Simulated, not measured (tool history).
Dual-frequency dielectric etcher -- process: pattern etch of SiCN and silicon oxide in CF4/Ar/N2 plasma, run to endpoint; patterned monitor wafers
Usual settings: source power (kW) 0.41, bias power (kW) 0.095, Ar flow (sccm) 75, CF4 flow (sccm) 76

| run | day | source power (kW) | bias power (kW) | Ar flow (sccm) | CF4 flow (sccm) | wafers since the last listed run | hours since the last wet clean | hours since the last source power generator calibration | hours since the last bias power generator calibration | hours since the last Ar flow controller change | hours since the last CF4 flow controller change | hours since the last upper electrode change | incoming incoming film thickness, nm | endpoint time (s) |
|---|---|---|---|---|---|---|---|---|---|---|---|---|---|---|
| 1 | 0 | 0.41 | 0.095 | 75 | 64 | 0 | 13.1 | 1222.7 | 3445.3 | 1761.4 | 1302.1 | 1360.2 | 13.28 | 13.5 |
| 2 | 1.8 | 0.41 | 0.095 | 75 | 64 | 396 | 56.3 | 1265.9 | 3488.5 | 1804.6 | 1345.3 | 1403.4 | 13.15 | 13.5 |
| 3 | 6.092 | 0.41 | 0.095 | 75 | 61 | 944 | 159.3 | 1368.9 | 3591.5 | 1907.6 | 1448.3 | 1506.4 | 13.42 | 13.6 |
| 4 | 8.404 | 0.41 | 0.095 | 75 | 61 | 508 | 214.8 | 1424.4 | 3647 | 1963.1 | 1503.8 | 1561.9 | 13.3 | 13.8 |
| 5 | 12.9 | 0.35 | 0.095 | 75 | 76 | 989 | 322.7 | 1532.3 | 3754.9 | 2071 | 1611.7 | 1669.8 | 13.23 | 14.2 |
| 6 | 14.567 | 0.41 | 0.095 | 75 | 76 | 366 | 362.7 | 1572.3 | 3794.9 | 2111 | 1651.7 | 1709.8 | 13.32 | 12.9 |
| 7 | 18.933 | 0.41 | 0.095 | 75 | 76 | 961 | 467.5 | 1677.1 | 3899.7 | 2215.8 | 1756.5 | 1814.6 | 13.28 | 13 |
|  | 23.042 | wet clean of the chamber |
| 8 | 23.062 | 0.39 | 0.095 | 75 | 76 | 688 | 0.5 | 1776.2 | 3998.8 | 2314.9 | 1855.6 | 1913.7 | 13.39 | 13.6 |
| 9 | 24.075 | 0.39 | 0.095 | 75 | 76 | 222 | 24.8 | 1800.5 | 4023.1 | 2339.2 | 1879.9 | 1938 | 13.3 | 13.5 |
|  | 24.888 | bias power generator calibrated |
| 10 | 27.567 | 0.41 | 0.095 | 75 | 76 | 731 | 108.6 | 1884.3 | 64.3 | 2423 | 1963.7 | 2021.8 | 13.33 | 13.1 |
| 11 | 31.175 | 0.44 | 0.083 | 57 | 69 | 794 | 195.2 | 1970.9 | 150.9 | 2509.6 | 2050.3 | 2108.4 | 13.37 | 13.2 |

Run 12 comes next. What will it give?
| 12 | 33.229 | 0.41 | 0.095 | 70 | 57 | 452 | 244.5 | 2020.2 | 200.2 | 2558.9 | 2099.6 | 2157.7 | 13.28 | ? |

Logged for run 12: endpoint time (s) 13.8.
Had the tool carried no hidden state, the very same run would have given endpoint time (s) 13.8.
